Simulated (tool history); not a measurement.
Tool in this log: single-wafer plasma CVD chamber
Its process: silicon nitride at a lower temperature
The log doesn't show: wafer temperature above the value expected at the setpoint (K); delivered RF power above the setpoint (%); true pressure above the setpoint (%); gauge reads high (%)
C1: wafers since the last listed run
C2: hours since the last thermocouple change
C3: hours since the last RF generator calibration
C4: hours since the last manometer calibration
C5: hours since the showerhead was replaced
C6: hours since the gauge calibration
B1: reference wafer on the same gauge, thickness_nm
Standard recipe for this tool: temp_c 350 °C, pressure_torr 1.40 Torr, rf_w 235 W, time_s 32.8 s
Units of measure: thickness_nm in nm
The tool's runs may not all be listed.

Run 1, hour 0.0: usual settings; C1 0; C2 1705.9; C3 509.6; C4 2373.2; C5 5478.0; C6 367.2; B1 32.008. Result: thickness_nm 28.195 nm.
Run 2, hour 35.9: usual settings; C1 488; C2 1741.8; C3 545.5; C4 2409.1; C5 5513.9; C6 403.1; B1 32.033. Result: thickness_nm 28.128 nm.
Run 3, hour 60.8: usual settings; C1 338; C2 1766.7; C3 570.4; C4 2434.0; C5 5538.8; C6 428.0; B1 31.994. Result: thickness_nm 27.978 nm.
Run 4, hour 83.5: usual settings; C1 308; C2 1789.4; C3 593.1; C4 2456.7; C5 5561.5; C6 450.7; B1 32.001. Result: thickness_nm 27.842 nm.
Run 5, hour 103.4: usual settings but temp_c 353 °C; C1 270; C2 1809.3; C3 613.0; C4 2476.6; C5 5581.4; C6 470.6; B1 31.978. Result: thickness_nm 27.815 nm.
Run 6, hour 132.1: usual settings but temp_c 353 °C; C1 390; C2 1838.0; C3 641.7; C4 2505.3; C5 5610.1; C6 499.3; B1 31.996. Result: thickness_nm 27.735 nm.
Run 7, hour 145.9: usual settings; C1 187; C2 1851.8; C3 655.5; C4 2519.1; C5 5623.9; C6 513.1; B1 32.015. Result: thickness_nm 27.873 nm.
Run 8, hour 159.9: usual settings; C1 190; C2 1865.8; C3 669.5; C4 2533.1; C5 5637.9; C6 527.1; B1 32.002. Result: thickness_nm 28.096 nm.
Run 9, hour 172.7: usual settings; C1 174; C2 1878.6; C3 682.3; C4 2545.9; C5 5650.7; C6 539.9; B1 31.995. Result: thickness_nm 27.872 nm.
Run 10, hour 195.2: usual settings; C1 306; C2 1901.1; C3 704.8; C4 2568.4; C5 5673.2; C6 562.4; B1 31.992. Result: thickness_nm 27.556 nm.
Run 11, hour 229.9: usual settings; C1 472; C2 1935.8; C3 739.5; C4 2603.1; C5 5707.9; C6 597.1; B1 31.985. Result: thickness_nm 27.859 nm.
Run 12, hour 242.3: usual settings; C1 168; C2 1948.2; C3 751.9; C4 2615.5; C5 5720.3; C6 609.5; B1 32.009. Result: thickness_nm 27.676 nm.
Run 13, hour 266.2: usual settings; C1 325; C2 1972.1; C3 775.8; C4 2639.4; C5 5744.2; C6 633.4; B1 31.993. Result: thickness_nm 27.596 nm.
Run 14, hour 280.6: usual settings but pressure_torr 1.10 Torr, time_s 29.0 s; C1 195; C2 1986.5; C3 790.2; C4 2653.8; C5 5758.6; C6 647.8; B1 31.998. Result: thickness_nm 22.945 nm.
At hour 291.0: gauge calibrated.
Run 15, hour 308.6: usual settings but temp_c 335 °C, rf_w 190 W, time_s 35.6 s; C1 381; C2 2014.5; C3 818.2; C4 2681.8; C5 5786.6; C6 17.6; B1 32.016. Result: thickness_nm 24.717 nm.
At hour 329.8: thermocouple changed; heater temperature recalibrated.
Run 16, hour 334.9: usual settings but temp_c 354 °C, rf_w 260 W, time_s 36.8 s; C1 249; C2 5.1; C3 844.5; C4 2708.1; C5 5812.9; C6 43.9; B1 32.017. Result: thickness_nm 33.119 nm.
Run 17, hour 350.6: usual settings; C1 213; C2 20.8; C3 860.2; C4 2723.8; C5 5828.6; C6 59.6; B1 32.018. Result: thickness_nm 27.204 nm.
Run 18, hour 364.8: usual settings but temp_c 340 °C; C1 193; C2 35.0; C3 874.4; C4 2738.0; C5 5842.8; C6 73.8; B1 31.992. Result: thickness_nm 27.164 nm.
Run 19, hour 386.1: usual settings but pressure_torr 1.15 Torr; C1 289; C2 56.3; C3 895.7; C4 2759.3; C5 5864.1; C6 95.1; B1 31.965. Result: thickness_nm 25.862 nm.
Run 20, hour 415.6: usual settings but pressure_torr 1.10 Torr, time_s 30.8 s; C1 401; C2 85.8; C3 925.2; C4 2788.8; C5 5893.6; C6 124.6; B1 32.003. Result: thickness_nm 23.853 nm.
At hour 436.6: capacitance manometer re-zeroed and calibrated.
At hour 496.4: RF generator calibrated.
At hour 503.8: showerhead replaced.
Run 21, hour 504.3: usual settings; C1 888; C2 174.5; C3 7.9; C4 67.7; C5 0.5; C6 213.3; B1 32.008. Result: thickness_nm 28.800 nm.
Run 22, hour 523.3: usual settings; C1 258; C2 193.5; C3 26.9; C4 86.7; C5 19.5; C6 232.3; B1 32.018. Result: thickness_nm 28.974 nm.
Run 23, hour 547.8: usual settings but temp_c 335 °C, pressure_torr 1.63 Torr; C1 333; C2 218.0; C3 51.4; C4 111.2; C5 44.0; C6 256.8; B1 32.017. Result: thickness_nm 30.114 nm.
Run 24, hour 581.5: usual settings but rf_w 265 W, time_s 38.5 s; C1 458; C2 251.7; C3 85.1; C4 144.9; C5 77.7; C6 290.5; B1 31.995. Result: thickness_nm 37.382 nm.
Run 25, hour 614.8: usual settings but temp_c 341 °C, pressure_torr 1.68 Torr, rf_w 205 W, time_s 29.5 s; C1 453; C2 285.0; C3 118.4; C4 178.2; C5 111.0; C6 323.8; B1 32.008. Result: thickness_nm 24.261 nm.
Run 26, hour 638.3: usual settings but rf_w 280 W; C1 319; C2 308.5; C3 141.9; C4 201.7; C5 134.5; C6 347.3; B1 31.997. Result: thickness_nm 33.150 nm.
Run 27, hour 653.3: usual settings but temp_c 341 °C, rf_w 220 W; C1 204; C2 323.5; C3 156.9; C4 216.7; C5 149.5; C6 362.3; B1 31.997. Result: thickness_nm 27.343 nm.
Run 28, hour 683.4: usual settings but temp_c 345 °C, pressure_torr 1.15 Torr, rf_w 215 W, time_s 29.7 s; C1 409; C2 353.6; C3 187.0; C4 246.8; C5 179.6; C6 392.4; B1 31.986. Result: thickness_nm 22.848 nm.
Run 29, hour 717.0: usual settings; C1 457; C2 387.2; C3 220.6; C4 280.4; C5 213.2; C6 426.0; B1 32.011. Result: thickness_nm 28.830 nm.

Branching from run 29: 4 alternative next runs. What would each branch give?
Run A, hour 717.4: usual settings but pressure_torr 1.64 Torr; C1 5; C2 387.6; C3 221.0; C4 280.8; C5 213.6; C6 426.4; B1 ?. Result: thickness_nm ?.
Run B, hour 717.4: usual settings but temp_c 339 °C, pressure_torr 1.13 Torr, rf_w 250 W, time_s 27.1 s; C1 5; C2 387.6; C3 221.0; C4 280.8; C5 213.6; C6 426.4; B1 ?. Result: thickness_nm ?.
Run C, hour 717.4: usual settings but pressure_torr 1.10 Torr, rf_w 265 W, time_s 38.4 s; C1 5; C2 387.6; C3 221.0; C4 280.8; C5 213.6; C6 426.4; B1 ?. Result: thickness_nm ?.
Run D, hour 717.4: usual settings but temp_c 339 °C, pressure_torr 1.72 Torr, rf_w 260 W, time_s 30.7 s; C1 5; C2 387.6; C3 221.0; C4 280.8; C5 213.6; C6 426.4; B1 ?. Result: thickness_nm ?.

run      B1  thickness_nm
  A  31.992        30.057
  B  31.992        23.862
  C  31.992        35.050
  D  31.992        31.047
What these runs would have given with no unlogged condition in the tool:
run  thickness_nm
  A        30.192
  B        23.969
  C        35.207
  D        31.187

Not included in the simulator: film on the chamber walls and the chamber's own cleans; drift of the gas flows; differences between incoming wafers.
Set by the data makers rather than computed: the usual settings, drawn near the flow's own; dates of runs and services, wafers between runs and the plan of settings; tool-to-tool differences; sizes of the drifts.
